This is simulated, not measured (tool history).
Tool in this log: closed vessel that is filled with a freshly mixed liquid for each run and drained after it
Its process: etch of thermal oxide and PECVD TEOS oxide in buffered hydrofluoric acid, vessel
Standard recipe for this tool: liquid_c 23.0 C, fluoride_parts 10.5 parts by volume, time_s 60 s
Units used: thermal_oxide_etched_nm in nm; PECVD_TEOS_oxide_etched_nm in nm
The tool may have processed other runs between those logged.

run	hour	liquid_c	fluoride_parts	time_s	wafers since the last listed run	hours since the thermometer was replaced	hours since the hydrofluoric acid flow meter was replaced	hours since the gauge calibration	read-back film thickness of the thermal oxide reference wafer, read on the same gauge (nm)	read-back film thickness of the PECVD TEOS oxide reference wafer, read on the same gauge (nm)	thermal_oxide_etched_nm	PECVD_TEOS_oxide_etched_nm
1	0.0	23.0	9.5	85	0	492.1	241.8	2224.5	140.01	100.04	94.88	289.41
2	46.1	23.0	10.5	85	3870	538.2	287.9	2270.6	140.00	99.98	88.52	270.23
3	108.7	23.0	10.5	85	5256	600.8	350.5	2333.2	140.01	100.02	89.06	273.40
4	157.8	23.0	10.5	60	4122	649.9	399.6	2382.3	140.02	99.98	63.18	193.21
5	219.9	23.0	10.5	60	5214	712.0	461.7	2444.4	140.02	99.99	62.59	192.83
# hour 251.8: gauge calibrated
6	287.3	23.0	10.5	60	5659	779.4	529.1	35.5	140.02	100.00	63.03	190.52
7	393.8	19.0	14.5	85	8942	885.9	635.6	142.0	140.01	99.99	52.22	157.80
8	431.1	25.0	14.5	35	3132	923.2	672.9	179.3	140.00	100.00	30.25	91.95
9	475.5	20.5	10.5	60	3728	967.6	717.3	223.7	140.03	99.97	55.20	168.17
10	530.4	24.5	10.5	60	4609	1022.5	772.2	278.6	140.00	100.00	69.38	210.56
11	587.9	25.0	7.5	30	4828	1080.0	829.7	336.1	139.97	99.95	48.82	148.77
12	625.8	23.0	13.5	30	3182	1117.9	867.6	374.0	139.97	100.00	24.81	75.40
# hour 636.8: thermometer replaced
13	680.2	27.5	10.5	40	4483	43.4	922.0	428.4	140.01	100.00	53.92	164.46
14	715.0	26.0	11.5	75	2922	78.2	956.8	463.2	140.01	100.01	85.42	262.74
15	749.7	25.5	7.5	75	2913	112.9	991.5	497.9	140.00	100.05	125.81	383.49
16	812.4	23.0	10.5	60	5264	175.6	1054.2	560.6	140.02	100.01	64.82	197.41
# hour 949.6: hydrofluoric acid flow meter replaced
17	1006.5	26.5	9.5	30	16214	369.7	56.9	754.7	139.99	100.01	40.25	122.98
18	1034.0	26.5	14.0	35	2309	397.2	84.4	782.2	139.99	99.97	32.86	101.08
19	1096.3	27.0	10.5	40	5231	459.5	146.7	844.5	140.01	100.01	51.47	156.77
20	1139.9	23.0	10.5	60	3661	503.1	190.3	888.1	140.03	100.01	62.13	190.13
21	1175.9	23.0	10.5	60	3022	539.1	226.3	924.1	140.00	100.01	62.29	190.37
22	1241.2	27.5	7.5	70	5483	604.4	291.6	989.4	140.00	99.99	126.64	390.47
23	1279.7	18.5	10.5	80	3232	642.9	330.1	1027.9	140.02	100.01	64.77	194.56
24	1340.5	25.5	14.0	85	5105	703.7	390.9	1088.7	139.99	99.99	76.58	233.11
25	1376.6	23.0	10.5	60	3031	739.8	427.0	1124.8	140.00	100.02	62.50	192.40

5 ways to go on from here, each from the tool as it stands after run 25. What would each give?
A	1377.3	23.0	9.5	60	58	740.5	427.7	1125.5	?	?	?	?
B	1377.3	25.0	8.5	30	58	740.5	427.7	1125.5	?	?	?	?
C	1377.3	23.0	10.5	90	58	740.5	427.7	1125.5	?	?	?	?
D	1377.3	18.5	10.5	60	58	740.5	427.7	1125.5	?	?	?	?
E	1377.3	28.0	10.5	75	58	740.5	427.7	1125.5	?	?	?	?

run	read-back film thickness of the thermal oxide reference wafer, read on the same gauge (nm)	read-back film thickness of the PECVD TEOS oxide reference wafer, read on the same gauge (nm)	thermal_oxide_etched_nm	PECVD_TEOS_oxide_etched_nm
A	139.99	100.02	67.49	206.36
B	139.99	100.02	41.82	127.89
C	139.99	100.02	94.14	287.87
D	139.99	100.02	48.84	149.36
E	139.99	100.02	102.77	314.25
Take away the tool's hidden state, keep each run's random variation, and the runs would have read:
run	thermal_oxide_etched_nm	PECVD_TEOS_oxide_etched_nm
A	66.59	203.64
B	40.87	124.99
C	92.23	282.03
D	47.85	146.32
E	100.68	307.87
